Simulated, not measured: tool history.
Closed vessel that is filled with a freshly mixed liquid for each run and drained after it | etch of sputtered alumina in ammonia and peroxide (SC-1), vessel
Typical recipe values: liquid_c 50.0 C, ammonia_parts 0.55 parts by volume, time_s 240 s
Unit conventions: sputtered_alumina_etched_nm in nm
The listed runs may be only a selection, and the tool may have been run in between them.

run,hour,liquid_c,ammonia_parts,time_s,"read-back film thickness of the sputtered alumina reference wafer, read on the same gauge (nm)",sputtered_alumina_etched_nm
1,0.0,50.0,0.55,240,50.06,13.99
2,15.6,50.0,0.55,350,50.00,20.46
3,22.5,50.0,0.55,350,49.98,20.34
4,39.0,50.0,0.55,350,50.03,20.34
5,45.7,50.0,0.55,240,50.01,14.01
# hour 65.2: new drum of ammonia solution connected
6,98.0,47.0,0.45,325,50.01,15.86
7,111.5,60.0,0.65,150,49.98,15.23
8,124.9,50.0,0.55,240,50.06,14.08
9,132.8,50.0,0.35,115,49.98,6.47
10,142.6,58.0,0.65,310,50.04,28.27
11,150.2,56.5,0.75,240,50.00,20.53
# hour 153.9: ammonia flow meter replaced
12,164.9,50.0,0.30,240,50.03,13.23
13,182.7,50.0,0.55,380,49.95,22.10
14,199.0,47.5,0.75,240,50.01,12.60
15,214.7,50.0,0.55,240,49.95,14.03
16,226.8,50.0,0.55,275,50.00,15.98
# hour 228.2: gauge calibrated
17,240.5,44.0,0.75,320,50.01,13.69
18,248.2,56.5,0.40,305,49.98,24.40
19,256.8,50.0,0.40,240,50.02,13.54
20,270.4,53.5,0.70,120,50.02,8.62
21,285.2,50.0,0.55,315,50.03,18.31
22,291.6,59.0,0.75,180,50.03,17.36
23,305.3,50.0,0.55,345,49.98,20.04
24,320.6,55.5,0.35,315,50.03,23.53
25,334.7,50.0,0.55,380,49.97,22.02
26,341.1,55.5,0.85,240,50.06,19.51
27,357.9,56.5,0.40,305,49.99,24.37

Forecast each of these 5 alternatives for the next run:
A,358.6,50.0,0.55,140,?,?
B,358.6,50.0,0.85,240,?,?
C,358.6,44.5,0.30,240,?,?
D,358.6,46.0,0.70,335,?,?
E,358.6,43.5,0.75,240,?,?

run,"read-back film thickness of the sputtered alumina reference wafer, read on the same gauge (nm)",sputtered_alumina_etched_nm
A,50.02,8.08
B,50.02,14.44
C,50.02,9.60
D,50.02,15.82
E,50.02,9.89
With no hidden state in the tool, these same runs would have given:
run,sputtered_alumina_etched_nm
A,8.26
B,14.76
C,9.82
D,16.19
E,10.12
